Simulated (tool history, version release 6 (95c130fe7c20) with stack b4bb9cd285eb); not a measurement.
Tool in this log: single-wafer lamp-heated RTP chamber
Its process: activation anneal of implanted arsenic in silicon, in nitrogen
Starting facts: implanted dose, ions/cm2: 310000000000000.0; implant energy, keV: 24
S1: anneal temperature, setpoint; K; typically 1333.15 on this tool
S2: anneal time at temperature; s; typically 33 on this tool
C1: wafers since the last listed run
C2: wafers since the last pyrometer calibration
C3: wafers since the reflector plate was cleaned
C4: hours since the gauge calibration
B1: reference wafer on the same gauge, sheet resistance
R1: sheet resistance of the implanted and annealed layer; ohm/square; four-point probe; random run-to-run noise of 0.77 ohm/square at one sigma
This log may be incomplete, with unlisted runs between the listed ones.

| run | hour | S1 | S2 | C1 | C2 | C3 | C4 | B1 | R1 |
|---|---|---|---|---|---|---|---|---|---|
| 1 | 0.0 | 1333.15 | 33 | 0 | 997 | 4162 | 488.4 | 284.90 | 282.00 |
| 2 | 42.6 | 1333.15 | 33 | 527 | 1524 | 4690 | 531.0 | 284.95 | 282.23 |
| 3 | 91.5 | 1333.15 | 33 | 605 | 2130 | 5295 | 579.9 | 285.15 | 283.17 |
| 4 | 117.1 | 1333.15 | 33 | 316 | 2446 | 5612 | 605.5 | 285.54 | 283.03 |
|  | 157.3 | pyrometer window cleaned and pyrometer calibrated |
| 5 | 166.4 | 1333.15 | 33 | 511 | 112 | 6123 | 654.8 | 285.31 | 284.43 |
| 6 | 305.4 | 1333.15 | 33 | 1720 | 1833 | 7844 | 793.8 | 286.26 | 284.94 |
| 7 | 357.9 | 1323.15 | 48 | 649 | 2483 | 8493 | 846.3 | 286.14 | 284.33 |
| 8 | 419.3 | 1323.15 | 48 | 760 | 3243 | 9253 | 907.7 | 286.49 | 283.48 |
|  | 469.2 | pyrometer window cleaned and pyrometer calibrated |
| 9 | 480.6 | 1333.15 | 33 | 659 | 140 | 9913 | 969.0 | 286.63 | 284.12 |
| 10 | 532.2 | 1333.15 | 33 | 638 | 779 | 10552 | 1020.6 | 286.61 | 284.11 |
| 11 | 589.8 | 1333.15 | 33 | 712 | 1492 | 11265 | 1078.2 | 286.79 | 284.14 |
|  | 772.3 | pyrometer window cleaned and pyrometer calibrated |
| 12 | 784.3 | 1316.15 | 33 | 2308 | 148 | 13573 | 1272.7 | 287.14 | 288.08 |
|  | 807.1 | reflector plate cleaned |
| 13 | 852.0 | 1351.15 | 20 | 738 | 887 | 555 | 1340.4 | 287.16 | 287.03 |
| 14 | 899.0 | 1353.15 | 33 | 581 | 1469 | 1137 | 1387.4 | 286.88 | 280.20 |
| 15 | 928.4 | 1362.15 | 50 | 363 | 1833 | 1501 | 1416.8 | 287.11 | 272.44 |
|  | 941.0 | gauge calibrated |
| 16 | 984.3 | 1311.15 | 18 | 691 | 2525 | 2193 | 43.3 | 281.54 | 286.82 |
|  | 1008.1 | pyrometer window cleaned and pyrometer calibrated |
| 17 | 1020.6 | 1352.15 | 52 | 350 | 155 | 2543 | 79.6 | 282.12 | 271.25 |
| 18 | 1075.4 | 1349.15 | 33 | 678 | 833 | 3222 | 134.4 | 282.66 | 276.91 |
| 19 | 1141.5 | 1333.15 | 33 | 818 | 1651 | 4040 | 200.5 | 283.58 | 280.32 |

What does the tool deliver on the next run?
| 20 | 1179.6 | 1345.15 | 33 | 471 | 2123 | 4511 | 238.6 | ? | ? |

B1: 283.91
R1: 279.83 ohm/square
Minus the tool's unlogged condition, the same run would have read R1 276.93 ohm/square.
